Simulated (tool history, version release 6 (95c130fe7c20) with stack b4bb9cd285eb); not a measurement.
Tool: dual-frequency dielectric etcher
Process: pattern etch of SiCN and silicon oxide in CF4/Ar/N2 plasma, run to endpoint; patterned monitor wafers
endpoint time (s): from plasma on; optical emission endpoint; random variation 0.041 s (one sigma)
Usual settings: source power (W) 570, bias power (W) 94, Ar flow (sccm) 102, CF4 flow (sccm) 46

| run | hour | source power (W) | bias power (W) | Ar flow (sccm) | CF4 flow (sccm) | wafers since the last listed run | hours since the last wet clean | hours since the last source power generator calibration | hours since the last bias power generator calibration | hours since the last Ar flow controller change | hours since the last CF4 flow controller change | hours since the last upper electrode change | incoming incoming film thickness, nm | endpoint time (s) |
|---|---|---|---|---|---|---|---|---|---|---|---|---|---|---|
| 1 | 0 | 570 | 94 | 102 | 46 | 0 | 462.9 | 4019.6 | 2656.4 | 4020.6 | 1571.3 | 5706.6 | 12.65 | 12.5 |
|  | 56.6 | upper electrode replaced, of another model than before |
| 2 | 57.1 | 570 | 94 | 102 | 46 | 584 | 520 | 4076.7 | 2713.5 | 4077.7 | 1628.4 | 0.5 | 12.57 | 12.4 |
| 3 | 67.1 | 570 | 94 | 102 | 46 | 176 | 530 | 4086.7 | 2723.5 | 4087.7 | 1638.4 | 10.5 | 12.44 | 12.3 |
| 4 | 83.7 | 570 | 94 | 102 | 46 | 292 | 546.6 | 4103.3 | 2740.1 | 4104.3 | 1655 | 27.1 | 12.55 | 12.4 |
|  | 132.1 | wet clean of the chamber |
| 5 | 132.6 | 570 | 94 | 102 | 46 | 439 | 0.5 | 4152.2 | 2789 | 4153.2 | 1703.9 | 76 | 12.64 | 12.7 |
| 6 | 142.1 | 570 | 94 | 102 | 46 | 167 | 10 | 4161.7 | 2798.5 | 4162.7 | 1713.4 | 85.5 | 12.64 | 12.8 |
| 7 | 176.2 | 610 | 83 | 127 | 40 | 601 | 44.1 | 4195.8 | 2832.6 | 4196.8 | 1747.5 | 119.6 | 12.65 | 12.2 |
| 8 | 197 | 570 | 94 | 102 | 46 | 367 | 64.9 | 4216.6 | 2853.4 | 4217.6 | 1768.3 | 140.4 | 12.55 | 12.6 |
|  | 210.5 | bias power generator calibrated |
| 9 | 218.9 | 570 | 94 | 115 | 46 | 315 | 86.8 | 4238.5 | 8.4 | 4239.5 | 1790.2 | 162.3 | 12.58 | 12.8 |
|  | 237.6 | CF4 flow controller replaced |
| 10 | 247.6 | 570 | 110 | 102 | 46 | 400 | 115.5 | 4267.2 | 37.1 | 4268.2 | 10 | 191 | 12.59 | 12.3 |
| 11 | 267.8 | 460 | 94 | 102 | 38 | 356 | 135.7 | 4287.4 | 57.3 | 4288.4 | 30.2 | 211.2 | 12.6 | 18.5 |
| 12 | 290.9 | 570 | 94 | 102 | 46 | 407 | 158.8 | 4310.5 | 80.4 | 4311.5 | 53.3 | 234.3 | 12.56 | 12.6 |
| 13 | 303 | 690 | 114 | 102 | 46 | 213 | 170.9 | 4322.6 | 92.5 | 4323.6 | 65.4 | 246.4 | 12.76 | 9.5 |
| 14 | 335.1 | 570 | 94 | 102 | 46 | 566 | 203 | 4354.7 | 124.6 | 4355.7 | 97.5 | 278.5 | 12.5 | 12.5 |
| 15 | 358 | 570 | 70 | 125 | 46 | 404 | 225.9 | 4377.6 | 147.5 | 4378.6 | 120.4 | 301.4 | 12.74 | 13.5 |
| 16 | 376.9 | 450 | 94 | 86 | 36 | 333 | 244.8 | 4396.5 | 166.4 | 4397.5 | 139.3 | 320.3 | 12.64 | 19.2 |
|  | 402.5 | Ar flow controller replaced |
| 17 | 407.8 | 450 | 94 | 86 | 36 | 439 | 275.7 | 4427.4 | 197.3 | 5.3 | 170.2 | 351.2 | 12.61 | 19 |
|  | 425.8 | source power generator calibrated |
| 18 | 439.4 | 570 | 83 | 85 | 43 | 487 | 307.3 | 13.6 | 228.9 | 36.9 | 201.8 | 382.8 | 12.61 | 12.8 |
| 19 | 469.3 | 530 | 94 | 79 | 46 | 527 | 337.2 | 43.5 | 258.8 | 66.8 | 231.7 | 412.7 | 12.63 | 13.8 |
| 20 | 500.7 | 500 | 94 | 102 | 46 | 554 | 368.6 | 74.9 | 290.2 | 98.2 | 263.1 | 444.1 | 12.64 | 15.5 |
| 21 | 532.5 | 570 | 94 | 90 | 46 | 561 | 400.4 | 106.7 | 322 | 130 | 294.9 | 475.9 | 12.59 | 12.4 |
| 22 | 567.1 | 500 | 76 | 124 | 57 | 610 | 435 | 141.3 | 356.6 | 164.6 | 329.5 | 510.5 | 12.73 | 15.7 |
| 23 | 601.1 | 570 | 94 | 85 | 46 | 600 | 469 | 175.3 | 390.6 | 198.6 | 363.5 | 544.5 | 12.63 | 12.4 |
| 24 | 624.5 | 570 | 113 | 123 | 46 | 412 | 492.4 | 198.7 | 414 | 222 | 386.9 | 567.9 | 12.64 | 12.2 |

Forecast each of these 4 alternatives for the next run:
| A | 624.9 | 570 | 94 | 102 | 46 | 7 | 492.8 | 199.1 | 414.4 | 222.4 | 387.3 | 568.3 | 12.6 | ? |
| B | 624.9 | 620 | 94 | 102 | 50 | 7 | 492.8 | 199.1 | 414.4 | 222.4 | 387.3 | 568.3 | 12.6 | ? |
| C | 624.9 | 570 | 107 | 83 | 41 | 7 | 492.8 | 199.1 | 414.4 | 222.4 | 387.3 | 568.3 | 12.6 | ? |
| D | 624.9 | 570 | 94 | 123 | 46 | 7 | 492.8 | 199.1 | 414.4 | 222.4 | 387.3 | 568.3 | 12.6 | ? |

| run | endpoint time (s) |
|---|---|
| A | 12.5 |
| B | 10.9 |
| C | 12.2 |
| D | 12.6 |
Without the tool's hidden state the same runs would have given:
| run | endpoint time (s) |
|---|---|
| A | 12.7 |
| B | 11.1 |
| C | 12.4 |
| D | 12.9 |

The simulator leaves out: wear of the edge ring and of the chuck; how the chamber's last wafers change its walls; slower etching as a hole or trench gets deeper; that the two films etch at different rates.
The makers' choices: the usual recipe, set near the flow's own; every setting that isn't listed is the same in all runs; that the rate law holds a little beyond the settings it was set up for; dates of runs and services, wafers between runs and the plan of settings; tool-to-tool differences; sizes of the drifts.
